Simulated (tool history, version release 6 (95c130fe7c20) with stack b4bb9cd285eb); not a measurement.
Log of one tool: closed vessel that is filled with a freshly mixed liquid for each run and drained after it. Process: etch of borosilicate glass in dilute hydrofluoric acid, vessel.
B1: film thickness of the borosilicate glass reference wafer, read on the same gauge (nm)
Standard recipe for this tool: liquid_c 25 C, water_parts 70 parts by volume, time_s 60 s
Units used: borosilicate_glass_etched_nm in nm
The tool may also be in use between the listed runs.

run 1 hour=0 | liquid_c=25 water_parts=70 time_s=60 | B1=120.01 | borosilicate_glass_etched_nm=33.92
run 2 hour=43.3 | liquid_c=25 water_parts=70 time_s=60 | B1=120 | borosilicate_glass_etched_nm=33.85
run 3 hour=110.2 | liquid_c=25 water_parts=70 time_s=60 | B1=120 | borosilicate_glass_etched_nm=33.46
run 4 hour=299.3 | liquid_c=25 water_parts=70 time_s=60 | B1=119.97 | borosilicate_glass_etched_nm=34.37
run 5 hour=345.4 | liquid_c=25 water_parts=70 time_s=60 | B1=120 | borosilicate_glass_etched_nm=34
run 6 hour=432.4 | liquid_c=25 water_parts=70 time_s=60 | B1=120 | borosilicate_glass_etched_nm=34.58
run 7 hour=522.1 | liquid_c=25 water_parts=70 time_s=60 | B1=120 | borosilicate_glass_etched_nm=35.16
-- hour=569.2 thermometer replaced
-- hour=598 hydrofluoric acid flow meter replaced
run 8 hour=599 | liquid_c=25 water_parts=70 time_s=60 | B1=120 | borosilicate_glass_etched_nm=31.45
run 9 hour=660.9 | liquid_c=27.5 water_parts=90 time_s=75 | B1=120.02 | borosilicate_glass_etched_nm=33.07
run 10 hour=740.5 | liquid_c=20.5 water_parts=100 time_s=40 | B1=119.99 | borosilicate_glass_etched_nm=11.95
run 11 hour=785.3 | liquid_c=27 water_parts=55 time_s=40 | B1=119.98 | borosilicate_glass_etched_nm=30.21
-- hour=838.1 gauge calibrated
run 12 hour=867.6 | liquid_c=25 water_parts=70 time_s=60 | B1=120 | borosilicate_glass_etched_nm=32.27
run 13 hour=908.4 | liquid_c=25 water_parts=70 time_s=60 | B1=119.98 | borosilicate_glass_etched_nm=32.08
run 14 hour=985.1 | liquid_c=28 water_parts=105 time_s=30 | B1=119.99 | borosilicate_glass_etched_nm=11.46
run 15 hour=1072.7 | liquid_c=29.5 water_parts=90 time_s=85 | B1=120.01 | borosilicate_glass_etched_nm=42.06
run 16 hour=1174.7 | liquid_c=20 water_parts=100 time_s=60 | B1=119.98 | borosilicate_glass_etched_nm=18.25
run 17 hour=1256 | liquid_c=25 water_parts=70 time_s=60 | B1=120.01 | borosilicate_glass_etched_nm=32.58

Branching from run 17: 5 alternative next runs. What would each branch give?
run A hour=1256.7 | liquid_c=25 water_parts=70 time_s=75 | B1=? | borosilicate_glass_etched_nm=?
run B hour=1256.7 | liquid_c=21.5 water_parts=90 time_s=30 | B1=? | borosilicate_glass_etched_nm=?
run C hour=1256.7 | liquid_c=25 water_parts=40 time_s=30 | B1=? | borosilicate_glass_etched_nm=?
run D hour=1256.7 | liquid_c=20 water_parts=45 time_s=60 | B1=? | borosilicate_glass_etched_nm=?
run E hour=1256.7 | liquid_c=25 water_parts=70 time_s=35 | B1=? | borosilicate_glass_etched_nm=?

run=A B1=119.98 borosilicate_glass_etched_nm=41.54
run=B B1=119.98 borosilicate_glass_etched_nm=10.95
run=C B1=119.98 borosilicate_glass_etched_nm=30.24
run=D B1=119.98 borosilicate_glass_etched_nm=43.33
run=E B1=119.98 borosilicate_glass_etched_nm=19.39
Take away the tool's hidden state, keep each run's random variation, and the runs would have read:
run=A borosilicate_glass_etched_nm=40.01
run=B borosilicate_glass_etched_nm=10.54
run=C borosilicate_glass_etched_nm=29.16
run=D borosilicate_glass_etched_nm=41.78
run=E borosilicate_glass_etched_nm=18.67

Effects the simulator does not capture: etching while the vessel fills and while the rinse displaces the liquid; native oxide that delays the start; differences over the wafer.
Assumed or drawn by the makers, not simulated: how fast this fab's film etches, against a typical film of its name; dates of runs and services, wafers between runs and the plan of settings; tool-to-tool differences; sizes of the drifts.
